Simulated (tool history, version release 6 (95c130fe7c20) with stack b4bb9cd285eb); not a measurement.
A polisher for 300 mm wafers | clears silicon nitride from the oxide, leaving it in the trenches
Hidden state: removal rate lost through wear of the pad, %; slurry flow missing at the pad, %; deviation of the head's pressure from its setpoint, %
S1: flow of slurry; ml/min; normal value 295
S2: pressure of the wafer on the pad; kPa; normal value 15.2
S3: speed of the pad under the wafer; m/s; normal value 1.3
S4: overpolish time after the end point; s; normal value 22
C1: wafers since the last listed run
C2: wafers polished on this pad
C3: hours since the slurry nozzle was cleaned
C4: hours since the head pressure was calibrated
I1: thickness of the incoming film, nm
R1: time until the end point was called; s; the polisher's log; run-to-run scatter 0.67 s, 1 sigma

Run 1, hour 0: usual settings but S2 17.9 kPa; C1 0; C2 3414; C3 389.2; C4 139.7; I1 69.5. Result: R1 62.4 s.
Run 2, hour 90.3: usual settings but S4 19 s; C1 902; C2 4317; C3 479.5; C4 230; I1 69.5. Result: R1 72.5 s.
Run 3, hour 182.2: usual settings but S4 19 s; C1 918; C2 5236; C3 571.4; C4 321.9; I1 70. Result: R1 72.7 s.
At hour 255.9: worn pad replaced by a new one.
Run 4, hour 287.9: usual settings but S4 19 s; C1 1016; C2 319; C3 677.1; C4 427.6; I1 71. Result: R1 74.6 s.
At hour 349: slurry nozzle cleaned.
Run 5, hour 351: usual settings but S2 13.1 kPa; C1 620; C2 940; C3 2; C4 490.7; I1 70.4. Result: R1 86.3 s.
Run 6, hour 402.2: usual settings but S2 13.1 kPa; C1 511; C2 1452; C3 53.2; C4 541.9; I1 70.1. Result: R1 86.1 s.
At hour 435.8: head pressure recalibrated.
Run 7, hour 506.1: usual settings but S2 13.1 kPa; C1 1018; C2 2471; C3 157.1; C4 70.3; I1 69.7. Result: R1 85.5 s.
Run 8, hour 558.5: usual settings; C1 523; C2 2995; C3 209.5; C4 122.7; I1 70.1. Result: R1 72.7 s.
Run 9, hour 633.1: usual settings but S1 320 ml/min, S2 17.2 kPa; C1 745; C2 3741; C3 284.1; C4 197.3; I1 71. Result: R1 64.7 s.
Run 10, hour 674.3: usual settings but S1 320 ml/min, S2 17.2 kPa; C1 411; C2 4153; C3 325.3; C4 238.5; I1 69.2. Result: R1 63.6 s.
Run 11, hour 716.9: usual settings but S1 320 ml/min, S2 17.2 kPa; C1 425; C2 4579; C3 367.9; C4 281.1; I1 69.8. Result: R1 63.4 s.
Run 12, hour 787: usual settings but S2 13.8 kPa, S4 31 s; C1 700; C2 5280; C3 438; C4 351.2; I1 70.4. Result: R1 80.7 s.
At hour 891.5: worn pad replaced by a new one.
Run 13, hour 913.1: usual settings but S2 13.8 kPa, S4 31 s; C1 1220; C2 215; C3 564.1; C4 477.3; I1 69.3. Result: R1 79.4 s.
Run 14, hour 1016.7: usual settings; C1 1035; C2 1251; C3 667.7; C4 580.9; I1 70.4. Result: R1 74 s.
At hour 1036.7: head pressure recalibrated.
At hour 1062.6: slurry nozzle cleaned.
Run 15, hour 1105.5: usual settings; C1 857; C2 2109; C3 42.9; C4 68.8; I1 70.1. Result: R1 71.9 s.
Run 16, hour 1147.1: usual settings but S1 330 ml/min, S3 1.5 m/s; C1 415; C2 2525; C3 84.5; C4 110.4; I1 71.4. Result: R1 63.8 s.
Run 17, hour 1255: usual settings but S2 13.1 kPa, S3 1.48 m/s; C1 1078; C2 3604; C3 192.4; C4 218.3; I1 69.4. Result: R1 73.9 s.
Run 18, hour 1315.7: usual settings but S1 330 ml/min; C1 606; C2 4211; C3 253.1; C4 279; I1 69.4. Result: R1 72.1 s.
Run 19, hour 1371.3: usual settings but S2 13.1 kPa, S4 33 s; C1 555; C2 4767; C3 308.7; C4 334.6; I1 70. Result: R1 85.7 s.
Run 20, hour 1429: usual settings; C1 576; C2 5344; C3 366.4; C4 392.3; I1 69.8. Result: R1 73.7 s.
Run 21, hour 1495.3: usual settings; C1 662; C2 6007; C3 432.7; C4 458.6; I1 70.4. Result: R1 73.6 s.
At hour 1561.6: worn pad replaced by a new one.
Run 22, hour 1607.8: usual settings; C1 1084; C2 462; C3 545.2; C4 571.1; I1 69.9. Result: R1 72.9 s.
Run 23, hour 1648.9: usual settings but S1 265 ml/min, S2 11.7 kPa, S3 0.9 m/s, S4 33 s; C1 410; C2 873; C3 586.3; C4 612.2; I1 70.2. Result: R1 139.4 s.
At hour 1703.3: head pressure recalibrated.
Run 24, hour 1738.5: usual settings but S2 13.1 kPa, S3 0.86 m/s, S4 32 s; C1 875; C2 1748; C3 675.9; C4 35.2; I1 69.1. Result: R1 127.5 s.
At hour 1774.5: slurry nozzle cleaned.
Run 25, hour 1800.6: usual settings but S1 200 ml/min, S3 1.64 m/s; C1 610; C2 2359; C3 26.1; C4 97.3; I1 70.4. Result: R1 61.1 s.
Run 26, hour 1877.6: usual settings but S1 255 ml/min, S3 1 m/s; C1 769; C2 3129; C3 103.1; C4 174.3; I1 70.3. Result: R1 97.1 s.
Run 27, hour 1962.3: usual settings; C1 846; C2 3976; C3 187.8; C4 259; I1 70.8. Result: R1 74 s.
Run 28, hour 2058.5: usual settings; C1 961; C2 4938; C3 284; C4 355.2; I1 69.2. Result: R1 72.5 s.
At hour 2127.2: worn pad replaced by a new one.
Run 29, hour 2152.2: usual settings but S1 355 ml/min, S3 1.12 m/s, S4 19 s; C1 896; C2 250; C3 377.7; C4 448.9; I1 70.5. Result: R1 86.3 s.
Run 30, hour 2205.1: usual settings; C1 528; C2 779; C3 430.6; C4 501.8; I1 71. Result: R1 74.6 s.
Run 31, hour 2259.1: usual settings but S2 12.4 kPa; C1 539; C2 1318; C3 484.6; C4 555.8; I1 70.2. Result: R1 89.6 s.
At hour 2294.2: head pressure recalibrated.
Run 32, hour 2321: usual settings but S1 385 ml/min, S3 1.74 m/s, S4 26 s; C1 598; C2 1917; C3 546.5; C4 26.8; I1 69.8. Result: R1 54.1 s.
Run 33, hour 2399: usual settings but S1 325 ml/min, S2 19.3 kPa, S3 1.44 m/s; C1 779; C2 2697; C3 624.5; C4 104.8; I1 70.8. Result: R1 52.1 s.
At hour 2410.9: slurry nozzle cleaned.
Run 34, hour 2468.8: usual settings but S1 380 ml/min, S2 17.9 kPa, S3 1.68 m/s, S4 33 s; C1 687; C2 3385; C3 57.9; C4 174.6; I1 70.3. Result: R1 47.8 s.
Run 35, hour 2576.6: usual settings; C1 1077; C2 4463; C3 165.7; C4 282.4; I1 70.4. Result: R1 74.2 s.
Run 36, hour 2669.3: usual settings but S1 320 ml/min, S2 17.2 kPa; C1 926; C2 5390; C3 258.4; C4 375.1; I1 69.2. Result: R1 63.5 s.

Predict each of these 5 candidate next runs independently; none follows another, all start after run 36:
Run A, hour 2669.7: usual settings; C1 3; C2 5394; C3 258.8; C4 375.5; I1 69.7. Result: R1 ?.
Run B, hour 2669.7: usual settings but S1 340 ml/min, S2 10.3 kPa, S3 1.7 m/s; C1 3; C2 5394; C3 258.8; C4 375.5; I1 69.7. Result: R1 ?.
Run C, hour 2669.7: usual settings but S3 1.54 m/s; C1 3; C2 5394; C3 258.8; C4 375.5; I1 69.7. Result: R1 ?.
Run D, hour 2669.7: usual settings but S1 355 ml/min, S2 17.2 kPa; C1 3; C2 5394; C3 258.8; C4 375.5; I1 69.7. Result: R1 ?.
Run E, hour 2669.7: usual settings but S1 350 ml/min; C1 3; C2 5394; C3 258.8; C4 375.5; I1 69.7. Result: R1 ?.

run    R1
  A  73.1
  B  80.9
  C  61.7
  D  63.3
  E    72
Without the tool's hidden state the same runs would have given:
run    R1
  A  73.1
  B  80.9
  C  61.7
  D  63.3
  E    72
